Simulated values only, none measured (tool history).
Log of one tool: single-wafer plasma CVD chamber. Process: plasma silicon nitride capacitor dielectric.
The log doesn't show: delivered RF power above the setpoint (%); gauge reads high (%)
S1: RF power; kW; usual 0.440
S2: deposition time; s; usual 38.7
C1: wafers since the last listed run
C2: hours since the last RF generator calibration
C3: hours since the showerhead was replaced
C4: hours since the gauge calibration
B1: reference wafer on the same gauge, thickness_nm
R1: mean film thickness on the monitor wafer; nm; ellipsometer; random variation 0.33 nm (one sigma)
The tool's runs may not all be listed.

run    hour     S1    S2    C1      C2      C3      C4      B1      R1
  1     0.0  0.480  44.1     0  1867.6  3586.6   395.5  68.891  69.837
  2    99.9  0.480  44.1  2309  1967.5  3686.5   495.4  68.996  69.464
  3   173.7  0.480  44.1  1706  2041.3  3760.3   569.2  69.074  69.906
  4   280.2  0.440  38.7  2462  2147.8  3866.8   675.7  69.074  59.463
  5   359.0  0.440  38.7  1821  2226.6  3945.6   754.5  68.983  59.362
  6   457.4  0.440  38.7  2275  2325.0  4044.0   852.9  69.061  58.998
  7   541.6  0.440  33.6  1946  2409.2  4128.2   937.1  69.085  51.462
  8   623.4  0.440  38.7  1891  2491.0  4210.0  1018.9  69.032  59.402
  9   677.9  0.440  38.7  1260  2545.5  4264.5  1073.4  69.004  59.733
 10   749.2  0.440  38.7  1648  2616.8  4335.8  1144.7  69.051  60.107
 11   846.6  0.440  38.7  2252  2714.2  4433.2  1242.1  68.981  59.235
 12   889.1  0.440  38.7   982  2756.7  4475.7  1284.6  68.878  59.369
      934.8  -- gauge calibrated
 13   942.7  0.440  38.7  1239  2810.3  4529.3     7.9  69.014  60.161
     1006.9  -- RF generator calibrated
 14  1011.7  0.440  32.9  1410     4.8  4598.3    76.9  68.888  51.128
     1081.6  -- showerhead replaced
 15  1082.2  0.440  34.9  1445    75.3     0.6   147.4  69.040  53.347
 16  1156.4  0.460  43.2  1715   149.5    74.8   221.6  69.032  67.703
 17  1219.8  0.490  46.3  1465   212.9   138.2   285.0  68.918  73.064
 18  1269.2  0.525  31.3  1142   262.3   187.6   334.4  69.062  51.171
 19  1305.9  0.440  41.4   848   299.0   224.3   371.1  69.033  63.610
 20  1409.7  0.440  44.7  2399   402.8   328.1   474.9  69.057  68.201
 21  1471.5  0.440  38.7  1428   464.6   389.9   536.7  69.155  59.155
 22  1535.2  0.440  38.7  1472   528.3   453.6   600.4  69.070  59.710

Forecast each of these 3 alternatives for the next run:
  A  1535.6  0.440  35.9   9  528.7  454.0  600.8   ?   ?
  B  1535.6  0.390  35.4   9  528.7  454.0  600.8   ?   ?
  C  1535.6  0.475  44.7   9  528.7  454.0  600.8   ?   ?

run      B1      R1
  A  68.992  55.447
  B  68.992  52.299
  C  68.992  70.970
Without the tool's hidden state the same runs would have given:
run      R1
  A  55.447
  B  52.299
  C  70.970
